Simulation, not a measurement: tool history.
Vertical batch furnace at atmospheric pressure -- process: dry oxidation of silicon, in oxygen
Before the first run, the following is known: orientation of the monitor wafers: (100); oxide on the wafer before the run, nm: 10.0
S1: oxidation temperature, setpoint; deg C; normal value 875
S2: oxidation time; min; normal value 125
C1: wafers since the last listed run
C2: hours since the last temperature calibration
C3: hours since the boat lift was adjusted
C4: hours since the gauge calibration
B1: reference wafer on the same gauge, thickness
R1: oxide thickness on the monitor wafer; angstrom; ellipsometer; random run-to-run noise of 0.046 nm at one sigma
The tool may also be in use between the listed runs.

Run 1, hour 0: usual settings but S1 884 deg C, S2 80 min; C1 0; C2 4571.2; C3 5573.1; C4 211.3; B1 31.59. Result: R1 260.7 angstrom.
Run 2, hour 42.6: usual settings but S1 884 deg C, S2 80 min; C1 537; C2 4613.8; C3 5615.7; C4 253.9; B1 31.54. Result: R1 260.6 angstrom.
At hour 83.8: thermocouples replaced and temperature profile calibrated.
Run 3, hour 84.3: usual settings but S1 884 deg C, S2 80 min; C1 223; C2 0.5; C3 5657.4; C4 295.6; B1 31.47. Result: R1 260.2 angstrom.
Run 4, hour 89.6: usual settings but S1 861 deg C; C1 66; C2 5.8; C3 5662.7; C4 300.9; B1 31.47. Result: R1 269.5 angstrom.
Run 5, hour 95.2: usual settings but S1 861 deg C; C1 70; C2 11.4; C3 5668.3; C4 306.5; B1 31.46. Result: R1 270.1 angstrom.
At hour 104.6: gauge calibrated.
Run 6, hour 115.9: usual settings but S1 890 deg C; C1 261; C2 32.1; C3 5689; C4 11.3; B1 31.69. Result: R1 346.5 angstrom.
At hour 143.9: boat lift adjusted.
Run 7, hour 144.4: usual settings but S1 890 deg C; C1 56; C2 60.6; C3 0.5; C4 39.8; B1 31.71. Result: R1 346.7 angstrom.
Run 8, hour 149.6: usual settings but S1 861 deg C, S2 181 min; C1 65; C2 65.8; C3 5.7; C4 45; B1 31.69. Result: R1 328.2 angstrom.
Run 9, hour 165.8: usual settings but S2 155.5 min; C1 204; C2 82; C3 21.9; C4 61.2; B1 31.68. Result: R1 342.1 angstrom.
Run 10, hour 181.7: usual settings but S1 893 deg C, S2 157 min; C1 200; C2 97.9; C3 37.8; C4 77.1; B1 31.69. Result: R1 404.6 angstrom.
Run 11, hour 193.5: usual settings but S2 183.5 min; C1 149; C2 109.7; C3 49.6; C4 88.9; B1 31.69. Result: R1 376.4 angstrom.
Run 12, hour 203.9: usual settings but S2 69.5 min; C1 131; C2 120.1; C3 60; C4 99.3; B1 31.67. Result: R1 229.8 angstrom.
Run 13, hour 245.2: usual settings; C1 521; C2 161.4; C3 101.3; C4 140.6; B1 31.67. Result: R1 304.2 angstrom.
Run 14, hour 267.3: usual settings but S2 183.5 min; C1 279; C2 183.5; C3 123.4; C4 162.7; B1 31.63. Result: R1 374.5 angstrom.

A few steps of R1 between consecutive runs. Split each: what settings, incoming material and random variation would produce without the hidden state, and what is left over for the hidden state, along with gauge scatter present in only one of the two compared results (measured, and without hidden state):
Hidden state at play: true tube temperature minus thermocouple reading, K; monitor wafer colder than the profiled boat position, K; gauge reads high (%).
Run 5 -> 6: S1 861 -> 890, gauge calibrated. R1 +76.4 angstrom: hidden state +2.1, all else +74.3.
Run 11 -> 12: S2 183.5 -> 69.5. R1 -146.6 angstrom: hidden state +0, all else -146.6.

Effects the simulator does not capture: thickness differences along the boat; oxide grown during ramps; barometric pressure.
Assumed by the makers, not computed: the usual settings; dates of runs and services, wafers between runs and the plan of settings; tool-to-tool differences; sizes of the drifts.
